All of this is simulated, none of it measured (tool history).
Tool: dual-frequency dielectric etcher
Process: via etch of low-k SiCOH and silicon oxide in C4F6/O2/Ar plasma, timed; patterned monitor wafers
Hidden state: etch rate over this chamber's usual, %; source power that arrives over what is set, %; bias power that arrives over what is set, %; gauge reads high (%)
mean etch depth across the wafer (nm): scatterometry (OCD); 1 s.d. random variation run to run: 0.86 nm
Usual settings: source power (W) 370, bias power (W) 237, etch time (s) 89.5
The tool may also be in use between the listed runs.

run,hour,source power (W),bias power (W),etch time (s),wafers since the last listed run,hours since the last wet clean,hours since the last source power generator calibration,hours since the last bias power generator calibration,hours since the last upper electrode change,hours since the gauge calibration,"read-back reference wafer on the same gauge, depth_nm",mean etch depth across the wafer (nm)
1,0,370,237,89.5,0,485.3,1374.9,986.7,3557.8,1456.9,309.1,273.7
2,52,370,237,89.5,755,537.3,1426.9,1038.7,3609.8,1508.9,309.1,273.6
3,81.1,370,237,89.5,422,566.4,1456,1067.8,3638.9,1538,309,274.3
# hour 144.6: wet clean of the chamber
# hour 244.7: source power generator calibrated
4,272.5,370,237,89.5,2374,127.9,27.8,1259.2,3830.3,1729.4,308.9,270.4
5,306.4,370,237,89.5,492,161.8,61.7,1293.1,3864.2,1763.3,308.9,270.4
6,479.8,370,213,89.5,2519,335.2,235.1,1466.5,4037.6,1936.7,309,267.5
7,534,370,213,89.5,787,389.4,289.3,1520.7,4091.8,1990.9,309,268.3
8,597.4,370,213,89.5,921,452.8,352.7,1584.1,4155.2,2054.3,309.1,269.2
# hour 651.7: wet clean of the chamber
# hour 657.7: bias power generator calibrated
9,669.2,450,237,77.5,636,17.5,424.5,11.5,4227,2126.1,309.1,242.9
# hour 713.4: gauge calibrated
10,725.5,370,291,97,818,73.8,480.8,67.8,4283.3,12.1,309,305.5
# hour 774.8: upper electrode replaced
11,797.3,370,237,89.5,694,145.6,552.6,139.6,22.5,83.9,309.1,268.2
12,839.7,310,237,115.5,616,188,595,182,64.9,126.3,309.1,327.3
13,874.4,370,237,97,504,222.7,629.7,216.7,99.6,161,309,291.4
14,909.3,370,180,99,507,257.6,664.6,251.6,134.5,195.9,308.9,274.6
15,1113.2,370,237,73.5,2962,461.5,868.5,455.5,338.4,399.8,309,224
16,1163.6,460,288,98,732,511.9,918.9,505.9,388.8,450.2,309,342.1
17,1221.6,310,285,67.5,842,569.9,976.9,563.9,446.8,508.2,309,209.3
# hour 1258.5: wet clean of the chamber
18,1259,370,237,89.5,194,0.5,1014.3,601.3,484.2,545.6,308.9,264.7
19,1315.3,370,237,97,818,56.8,1070.6,657.6,540.5,601.9,309,286.3
20,1359.7,450,237,111,645,101.2,1115,702,584.9,646.3,309,353.2
21,1399,420,253,89.5,571,140.5,1154.3,741.3,624.2,685.6,309,283
22,1463.7,370,184,75,940,205.2,1219,806,688.9,750.3,309,209.7
23,1509.5,370,274,89.5,665,251,1264.8,851.8,734.7,796.1,309,279.9
24,1558.3,370,237,108.5,709,299.8,1313.6,900.6,783.5,844.9,309,328.5
25,1719.1,370,237,89.5,2336,460.6,1474.4,1061.4,944.3,1005.7,309,274.6
26,1751.5,370,184,89.5,470,493,1506.8,1093.8,976.7,1038.1,308.9,257.1
# hour 1825.5: wet clean of the chamber
27,1826,370,207,89.5,733,0.5,1581.3,1168.3,1051.2,1112.6,308.9,255.5
28,1856.6,440,237,108.5,444,31.1,1611.9,1198.9,1081.8,1143.2,308.9,343.1

How would selected steps in mean etch depth across the wafer (nm) from run to run divide? Give the signed amount a tool lacking its hidden state would still show from settings, what came in and random variation, and the signed amount left for the hidden state, including any gauge scatter that is not in both of the compared results.
Run 8 -> 9: source power (W) 370 -> 450, bias power (W) 213 -> 237, etch time (s) 89.5 -> 77.5, wet clean of the chamber, bias power generator calibrated. mean etch depth across the wafer (nm) -26.3: hidden state -14.1, all else -12.2.
Run 15 -> 16: source power (W) 370 -> 460, bias power (W) 237 -> 288, etch time (s) 73.5 -> 98. mean etch depth across the wafer (nm) +118.1: hidden state +5.8, all else +112.3.
Run 16 -> 17: source power (W) 460 -> 310, bias power (W) 288 -> 285, etch time (s) 98 -> 67.5. mean etch depth across the wafer (nm) -132.8: hidden state -4.4, all else -128.4.
Run 17 -> 18: source power (W) 310 -> 370, bias power (W) 285 -> 237, etch time (s) 67.5 -> 89.5, wet clean of the chamber. mean etch depth across the wafer (nm) +55.4: hidden state -9.1, all else +64.5.
